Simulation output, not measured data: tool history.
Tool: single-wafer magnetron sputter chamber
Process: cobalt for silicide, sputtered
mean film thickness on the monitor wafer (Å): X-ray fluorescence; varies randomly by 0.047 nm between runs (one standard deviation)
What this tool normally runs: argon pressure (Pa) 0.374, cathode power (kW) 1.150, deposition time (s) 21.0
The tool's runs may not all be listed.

run   hour  argon pressure (Pa)  cathode power (kW)  deposition time (s)  read-back reference wafer on the same gauge, thickness_nm  mean film thickness on the monitor wafer (Å)
  1    0.0                0.374               1.250                 21.0                                                     12.803                                        131.87
  2   11.0                0.374               1.150                 21.0                                                     12.815                                        119.55
  3   27.9                0.374               1.150                 22.9                                                     12.802                                        130.24
  4   43.9                0.374               1.150                 21.0                                                     12.813                                        120.49
  5   61.1                0.374               1.150                 21.0                                                     12.805                                        120.39
  6   71.0                0.374               1.150                 21.0                                                     12.797                                        120.10
  7   88.0                0.257               1.150                 21.0                                                     12.802                                        123.21
  8   99.2                0.257               1.150                 21.0                                                     12.816                                        123.34
  9  111.9                0.257               1.150                 21.0                                                     12.816                                        123.53
 10  125.9                0.374               1.050                 21.0                                                     12.807                                        109.39
 11  138.2                0.374               1.050                 21.0                                                     12.788                                        109.04
     149.3  -- sputter target and shields replaced
 12  149.8                0.374               1.050                 21.0                                                     12.787                                        106.00
 13  198.4                0.374               1.150                 21.0                                                     12.814                                        114.34
 14  206.9                0.374               1.150                 18.5                                                     12.794                                        100.49
 15  221.9                0.374               1.350                 19.1                                                     12.828                                        120.15
     231.7  -- sputter target and shields replaced, repeated, since the last time left the tool worse
 16  236.6                0.374               1.350                 19.1                                                     12.798                                        132.19
 17  244.6                0.374               1.150                 21.0                                                     12.804                                        123.47
 18  257.5                0.374               1.150                 21.0                                                     12.813                                        122.87
 19  271.8                0.322               1.350                 22.6                                                     12.804                                        156.04
 20  279.5                0.229               1.400                 24.9                                                     12.812                                        182.40
     307.8  -- gauge calibrated
 21  329.0                0.322               1.400                 23.0                                                     12.804                                        163.53
 22  336.5                0.374               1.150                 21.0                                                     12.793                                        121.57
 23  349.3                0.374               1.150                 21.0                                                     12.793                                        121.27
 24  366.8                0.374               1.350                 18.4                                                     12.795                                        124.57
 25  384.5                0.374               1.150                 22.5                                                     12.801                                        129.27
     395.9  -- magnet pack replaced
     418.0  -- capacitance manometer re-zeroed and calibrated
 26  418.5                0.374               1.150                 21.0                                                     12.792                                        120.13
 27  428.5                0.452               0.950                 23.5                                                     12.779                                        109.33
 28  436.9                0.248               1.150                 18.1                                                     12.792                                        107.55
 29  448.9                0.374               0.850                 21.0                                                     12.795                                         88.08
 30  458.7                0.374               1.150                 23.0                                                     12.789                                        131.48
 31  474.7                0.374               0.900                 21.0                                                     12.836                                         93.49
     494.1  -- sputter target and shields replaced
 32  494.6                0.374               1.150                 21.0                                                     12.796                                        124.22
 33  495.8                0.374               1.150                 21.0                                                     12.786                                        123.76
 34  525.2                0.374               1.250                 24.9                                                     12.797                                        158.42
 35  536.9                0.374               1.150                 21.0                                                     12.770                                        122.85
 36  554.6                0.374               1.350                 21.0                                                     12.806                                        142.61

Predict each of these 3 candidate next runs independently; none follows another, all start after run 36:
  A  555.0                0.374               1.150                 21.0                                                          ?                                             ?
  B  555.0                0.374               0.950                 19.7                                                          ?                                             ?
  C  555.0                0.467               1.400                 21.0                                                          ?                                             ?

run  read-back reference wafer on the same gauge, thickness_nm  mean film thickness on the monitor wafer (Å)
  A                                                     12.800                                        122.72
  B                                                     12.800                                         95.10
  C                                                     12.800                                        145.91
Take away the tool's hidden state, keep each run's random variation, and the runs would have read:
run  mean film thickness on the monitor wafer (Å)
  A                                        125.51
  B                                         97.26
  C                                        149.23
